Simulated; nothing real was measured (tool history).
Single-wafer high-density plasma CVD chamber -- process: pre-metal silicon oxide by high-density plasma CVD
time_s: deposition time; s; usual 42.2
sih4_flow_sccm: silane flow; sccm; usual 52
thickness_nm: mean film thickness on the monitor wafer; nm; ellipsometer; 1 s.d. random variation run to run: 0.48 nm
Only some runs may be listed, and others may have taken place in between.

run     day  time_s  sih4_flow_sccm  read-back reference wafer on the same gauge, thickness_nm  thickness_nm
  1   0.000    42.2              58                                                    178.004       229.139
  2   1.212    42.2              52                                                    178.017       206.232
  3   1.862    42.2              52                                                    178.091       205.812
  4   3.104    37.7              59                                                    177.996       208.602
  5   4.338    37.7              59                                                    177.975       208.695
  6   5.742    37.7              59                                                    177.977       208.501
  7   6.283    42.2              54                                                    177.951       212.835
  8   7.767    42.2              56                                                    177.944       221.853
  9   8.358    42.2              56                                                    178.009       221.484
 10   9.358    46.9              52                                                    177.968       227.690
 11   9.983    46.9              52                                                    177.970       228.500
 12  10.679    46.9              52                                                    177.945       229.222
 13  12.100    44.2              54                                                    177.880       223.423
 14  12.958    44.2              54                                                    177.981       222.848
 15  13.858    42.2              52                                                    177.914       205.798
 16  14.908    42.2              52                                                    177.952       205.034
 17  16.083    44.7              52                                                    177.972       217.784
 18  17.192    42.2              49                                                    178.021       193.637
 19  17.833    46.9              52                                                    178.157       228.978
 20  18.512    42.2              52                                                    177.974       205.076
 21  19.079    39.2              45                                                    177.974       165.220
 22  19.600    48.6              44                                                    177.987       200.699
     20.138  -- gauge calibrated
 23  20.379    42.2              52                                                    178.157       205.625
 24  21.462    42.2              57                                                    177.990       224.580
     22.642  -- silane flow controller replaced
 25  25.417    47.1              47                                                    177.974       220.874

For run 26, what comes out?
 26  26.142    50.0              49                                                          ?             ?

read-back reference wafer on the same gauge, thickness_nm: 177.952
thickness_nm: 243.822 nm
Take away the tool's hidden state, keep the run-to-run variation as it was, and the same run would have given thickness_nm 243.761 nm.

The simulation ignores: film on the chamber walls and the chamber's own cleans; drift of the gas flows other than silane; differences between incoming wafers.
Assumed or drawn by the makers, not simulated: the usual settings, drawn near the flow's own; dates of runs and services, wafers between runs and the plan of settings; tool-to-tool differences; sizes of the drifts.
